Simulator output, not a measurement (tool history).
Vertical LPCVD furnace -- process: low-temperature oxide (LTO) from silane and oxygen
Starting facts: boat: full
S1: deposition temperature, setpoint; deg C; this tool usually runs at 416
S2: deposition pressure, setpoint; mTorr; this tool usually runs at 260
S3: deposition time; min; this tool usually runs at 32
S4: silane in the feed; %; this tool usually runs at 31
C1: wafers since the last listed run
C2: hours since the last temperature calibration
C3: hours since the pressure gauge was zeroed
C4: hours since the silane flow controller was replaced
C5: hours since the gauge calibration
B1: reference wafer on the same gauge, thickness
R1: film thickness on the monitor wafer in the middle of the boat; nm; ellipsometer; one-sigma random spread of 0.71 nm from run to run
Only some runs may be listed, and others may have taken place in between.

Run 1, hour 0: usual settings; C1 0; C2 3922.1; C3 3675.7; C4 2926.4; C5 20.2; B1 216.85. Result: R1 266.39 nm.
Run 2, hour 20.2: usual settings; C1 254; C2 3942.3; C3 3695.9; C4 2946.6; C5 40.4; B1 217.06. Result: R1 265.93 nm.
Run 3, hour 51.7: usual settings; C1 397; C2 3973.8; C3 3727.4; C4 2978.1; C5 71.9; B1 217. Result: R1 265.94 nm.
Run 4, hour 140.5: usual settings; C1 1120; C2 4062.6; C3 3816.2; C4 3066.9; C5 160.7; B1 216.75. Result: R1 265.54 nm.
Run 5, hour 162.7: usual settings; C1 280; C2 4084.8; C3 3838.4; C4 3089.1; C5 182.9; B1 216.84. Result: R1 266.81 nm.
Run 6, hour 189.8: usual settings; C1 341; C2 4111.9; C3 3865.5; C4 3116.2; C5 210; B1 216.74. Result: R1 267.43 nm.
Run 7, hour 271.3: usual settings; C1 1028; C2 4193.4; C3 3947; C4 3197.7; C5 291.5; B1 216.94. Result: R1 265.43 nm.
Run 8, hour 304.8: usual settings; C1 422; C2 4226.9; C3 3980.5; C4 3231.2; C5 325; B1 216.97. Result: R1 265.98 nm.
Run 9, hour 338.6: usual settings but S1 419 deg C, S2 295 mTorr; C1 426; C2 4260.7; C3 4014.3; C4 3265; C5 358.8; B1 217.16. Result: R1 311.65 nm.
Run 10, hour 367.6: usual settings but S1 419 deg C, S2 295 mTorr; C1 365; C2 4289.7; C3 4043.3; C4 3294; C5 387.8; B1 217.05. Result: R1 313.54 nm.
At hour 404.6: silane flow controller replaced.
Run 11, hour 405.1: usual settings; C1 170; C2 4327.2; C3 4080.8; C4 0.5; C5 425.3; B1 216.91. Result: R1 267.25 nm.
At hour 483.9: pressure gauge zeroed.
Run 12, hour 484.4: usual settings; C1 697; C2 4406.5; C3 0.5; C4 79.8; C5 504.6; B1 216.9. Result: R1 266.52 nm.
Run 13, hour 491.3: usual settings; C1 87; C2 4413.4; C3 7.4; C4 86.7; C5 511.5; B1 217.15. Result: R1 265.62 nm.
Run 14, hour 513.1: usual settings but S1 413 deg C, S3 37.5 min, S4 36 %; C1 275; C2 4435.2; C3 29.2; C4 108.5; C5 533.3; B1 217.02. Result: R1 370.13 nm.
At hour 542.1: gauge calibrated.
Run 15, hour 544: usual settings but S2 235 mTorr, S4 33 %; C1 389; C2 4466.1; C3 60.1; C4 139.4; C5 1.9; B1 217.09. Result: R1 263.5 nm.
Run 16, hour 576.8: usual settings; C1 413; C2 4498.9; C3 92.9; C4 172.2; C5 34.7; B1 217.17. Result: R1 266.89 nm.
Run 17, hour 667.9: usual settings; C1 1149; C2 4590; C3 184; C4 263.3; C5 125.8; B1 216.86. Result: R1 266.63 nm.
At hour 712.3: thermocouples replaced and temperature profile calibrated.
Run 18, hour 712.8: usual settings but S3 24.5 min, S4 33 %; C1 263; C2 0.5; C3 228.9; C4 308.2; C5 170.7; B1 216.92. Result: R1 222.63 nm.
Run 19, hour 723.9: usual settings; C1 140; C2 11.6; C3 240; C4 319.3; C5 181.8; B1 217.26. Result: R1 266.87 nm.
Run 20, hour 753: usual settings but S1 421 deg C; C1 367; C2 40.7; C3 269.1; C4 348.4; C5 210.9; B1 216.92. Result: R1 282.01 nm.
Run 21, hour 777.7: usual settings but S3 21 min, S4 36 %; C1 311; C2 65.4; C3 293.8; C4 373.1; C5 235.6; B1 217.14. Result: R1 213.69 nm.
Run 22, hour 806.3: usual settings but S1 404 deg C, S2 300 mTorr; C1 360; C2 94; C3 322.4; C4 401.7; C5 264.2; B1 216.85. Result: R1 267.85 nm.
Run 23, hour 838.1: usual settings but S1 404 deg C, S3 24.5 min, S4 34 %; C1 401; C2 125.8; C3 354.2; C4 433.5; C5 296; B1 216.92. Result: R1 202.47 nm.
Run 24, hour 863.1: usual settings; C1 315; C2 150.8; C3 379.2; C4 458.5; C5 321; B1 217.09. Result: R1 267.28 nm.
Run 25, hour 898.6: usual settings; C1 447; C2 186.3; C3 414.7; C4 494; C5 356.5; B1 217.18. Result: R1 266.81 nm.
Run 26, hour 920.5: usual settings but S3 22 min; C1 276; C2 208.2; C3 436.6; C4 515.9; C5 378.4; B1 217.06. Result: R1 182.35 nm.
Run 27, hour 937.2: usual settings but S1 425 deg C, S2 195 mTorr; C1 210; C2 224.9; C3 453.3; C4 532.6; C5 395.1; B1 217.14. Result: R1 220.56 nm.

5 options for the next run, each taken on its own from the tool as it stands now. Forecast them:
Run A, hour 941.1: usual settings; C1 49; C2 228.8; C3 457.2; C4 536.5; C5 399; B1 ?. Result: R1 ?.
Run B, hour 941.1: usual settings but S1 421 deg C, S2 235 mTorr, S3 39.5 min, S4 37 %; C1 49; C2 228.8; C3 457.2; C4 536.5; C5 399; B1 ?. Result: R1 ?.
Run C, hour 941.1: usual settings but S1 421 deg C, S4 29 %; C1 49; C2 228.8; C3 457.2; C4 536.5; C5 399; B1 ?. Result: R1 ?.
Run D, hour 941.1: usual settings but S2 295 mTorr, S3 36.5 min, S4 29 %; C1 49; C2 228.8; C3 457.2; C4 536.5; C5 399; B1 ?. Result: R1 ?.
Run E, hour 941.1: usual settings but S1 410 deg C, S2 210 mTorr, S3 20.5 min, S4 27 %; C1 49; C2 228.8; C3 457.2; C4 536.5; C5 399; B1 ?. Result: R1 ?.

run   B1      R1
  A  217  266.23
  B  217  395.17
  C  217   256.1
  D  217   313.4
  E  217  105.23
What these runs would have given with no unlogged condition in the tool:
run      R1
  A  266.23
  B  395.17
  C   256.1
  D   313.4
  E  105.23
